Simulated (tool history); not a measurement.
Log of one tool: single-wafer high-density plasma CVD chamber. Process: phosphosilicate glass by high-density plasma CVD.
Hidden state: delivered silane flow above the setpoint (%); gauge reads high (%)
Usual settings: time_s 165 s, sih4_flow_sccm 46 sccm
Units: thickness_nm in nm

run,hour,time_s,sih4_flow_sccm,wafers since the last listed run,hours since the silane flow controller was replaced,hours since the gauge calibration,"read-back reference wafer on the same gauge, thickness_nm",thickness_nm
1,0,176,51,0,3765.6,109.6,652.987,859.226
2,7.9,176,51,58,3773.5,117.5,653.116,861.332
3,20.3,176,51,92,3785.9,129.9,652.996,859.602
4,36.5,165,46,120,3802.1,146.1,652.981,728.803
5,44,174,46,55,3809.6,153.6,652.791,766.698
6,56.9,174,46,96,3822.5,166.5,652.937,765.195
7,63,174,46,45,3828.6,172.6,652.956,766.36
8,80.7,165,46,131,3846.3,190.3,652.847,726.736
9,89.7,165,46,67,3855.3,199.3,652.819,727.087
10,105.7,165,46,119,3871.3,215.3,653.334,726.121
11,121.3,165,52,116,3886.9,230.9,653.257,820.982
12,127.9,165,46,49,3893.5,237.5,653.004,728.161
13,141.9,165,46,104,3907.5,251.5,653.295,724.831
14,150.3,165,46,62,3915.9,259.9,653.32,725.377
15,164.9,165,40,108,3930.5,274.5,652.65,632.52
16,179.7,165,40,110,3945.3,289.3,652.938,631.146
17,187.7,165,46,59,3953.3,297.3,652.693,724.802
18,197.3,152,46,71,3962.9,306.9,652.93,668.609
19,218.2,165,46,155,3983.8,327.8,652.803,724.604
20,230,183,54,87,3995.6,339.6,653.141,944.416
21,247.3,183,40,128,4012.9,356.9,652.97,699.259
22,284.9,165,51,280,4050.5,394.5,652.638,802.249
23,291.3,165,44,47,4056.9,400.9,652.753,693.615
# hour 301.3: gauge calibrated
24,307.3,165,46,119,4072.9,6,653.069,723.999
25,318.4,151,49,82,4084,17.1,652.771,705.175
# hour 333.8: silane flow controller replaced
26,334.3,150,37,58,0.5,33,653.07,569.71
27,340.8,154,40,48,7,39.5,653.174,630.654
28,352.9,165,50,90,19.1,51.6,652.485,846.062
29,389.9,174,46,275,56.1,88.6,653.136,817.851
30,400.9,165,54,82,67.1,99.6,653.049,911.852
31,418.6,174,46,131,84.8,117.3,652.79,818.051
32,432,165,46,99,98.2,130.7,652.771,777.408
33,444.3,165,46,91,110.5,143,653.256,775.478
34,462.2,144,55,133,128.4,160.9,653.3,811.915
35,477.3,152,40,112,143.5,176,652.969,622.764
36,492.1,165,51,110,158.3,190.8,653.193,859.275
37,502.3,174,53,76,168.5,201,653.233,942.436

What the log doesn't show, run by run:
gauge reads high (%): 0 in every run
H1: delivered silane flow above the setpoint (%)
run,H1
1,-5.66
2,-5.67
3,-5.69
4,-5.72
5,-5.73
6,-5.75
7,-5.76
8,-5.78
9,-5.8
10,-5.82
11,-5.85
12,-5.86
13,-5.88
14,-5.89
15,-5.91
16,-5.94
17,-5.95
18,-5.96
19,-6
20,-6.01
21,-6.04
22,-6.1
23,-6.11
24,-6.13
25,-6.15
26,0.857
27,0.847
28,0.829
29,0.772
30,0.755
31,0.728
32,0.707
33,0.688
34,0.661
35,0.637
36,0.615
37,0.599

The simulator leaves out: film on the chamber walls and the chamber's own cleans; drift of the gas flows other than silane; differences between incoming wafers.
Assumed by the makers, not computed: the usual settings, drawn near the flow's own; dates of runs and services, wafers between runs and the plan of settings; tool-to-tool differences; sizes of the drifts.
